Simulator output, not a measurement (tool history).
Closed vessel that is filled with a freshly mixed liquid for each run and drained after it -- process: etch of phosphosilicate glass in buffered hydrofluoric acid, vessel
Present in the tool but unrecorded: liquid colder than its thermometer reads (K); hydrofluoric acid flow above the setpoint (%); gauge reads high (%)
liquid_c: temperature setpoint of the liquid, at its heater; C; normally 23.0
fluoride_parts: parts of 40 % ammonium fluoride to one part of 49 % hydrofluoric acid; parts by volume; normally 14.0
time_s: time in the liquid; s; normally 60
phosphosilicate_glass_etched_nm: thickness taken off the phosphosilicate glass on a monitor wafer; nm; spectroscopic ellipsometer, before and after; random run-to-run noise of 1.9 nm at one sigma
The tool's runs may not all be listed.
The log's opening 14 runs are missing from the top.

run	day	liquid_c	fluoride_parts	time_s	wafers since the last listed run	hours since the thermometer was replaced	hours since the hydrofluoric acid flow meter was replaced	hours since the gauge calibration	read-back film thickness of the phosphosilicate glass reference wafer, read on the same gauge (nm)	phosphosilicate_glass_etched_nm
15	27.738	23.0	14.0	60	8620	113.4	369.2	193.3	150.00	290.48
16	29.917	23.0	15.5	80	6610	165.7	421.5	245.6	150.01	351.20
17	32.050	25.5	16.5	30	6471	216.9	472.7	296.8	149.99	142.14
18	35.025	18.5	9.0	60	9025	288.3	544.1	368.2	149.97	344.69
19	36.871	21.0	14.0	30	5599	332.6	588.4	412.5	149.98	131.72
20	37.921	18.0	12.5	30	3185	357.8	613.6	437.7	150.02	124.50
21	40.400	19.5	14.0	30	7521	417.3	673.1	497.2	150.00	121.32
22	41.700	23.0	14.0	60	3943	448.5	704.3	528.4	149.99	290.28
23	43.608	23.0	14.0	60	5789	494.3	750.1	574.2	150.00	293.83
24	44.967	23.0	14.0	50	4120	526.9	782.7	606.8	149.98	247.64
25	46.292	20.5	14.0	90	4019	558.7	814.5	638.6	150.00	384.70
26	48.754	24.5	9.0	45	7470	617.8	873.6	697.7	150.00	361.75
27	51.442	26.5	8.5	60	8153	682.3	938.1	762.2	149.99	567.63
28	52.954	26.5	12.5	75	4588	718.6	974.4	798.5	150.01	503.57
29	54.562	20.0	11.5	80	4879	757.2	1013.0	837.1	150.02	405.86
30	56.800	23.0	14.0	40	6787	810.9	1066.7	890.8	150.02	199.16
31	58.150	19.0	12.0	45	4095	843.3	1099.1	923.2	150.01	204.88

Below are 5 alternative next runs, each starting from the tool's condition after run 31. Predict each:
A	58.179	23.0	14.0	60	88	844.0	1099.8	923.9	?	?
B	58.179	24.5	14.0	60	88	844.0	1099.8	923.9	?	?
C	58.179	23.0	12.5	60	88	844.0	1099.8	923.9	?	?
D	58.179	23.0	10.5	80	88	844.0	1099.8	923.9	?	?
E	58.179	21.0	18.0	60	88	844.0	1099.8	923.9	?	?

run	read-back film thickness of the phosphosilicate glass reference wafer, read on the same gauge (nm)	phosphosilicate_glass_etched_nm
A	149.99	297.94
B	149.99	323.40
C	149.99	332.89
D	149.99	526.13
E	149.99	208.30
The same runs, with their run-to-run variation unchanged, on a tool lacking any hidden condition would have given:
run	phosphosilicate_glass_etched_nm
A	287.08
B	311.62
C	320.80
D	507.11
E	200.68
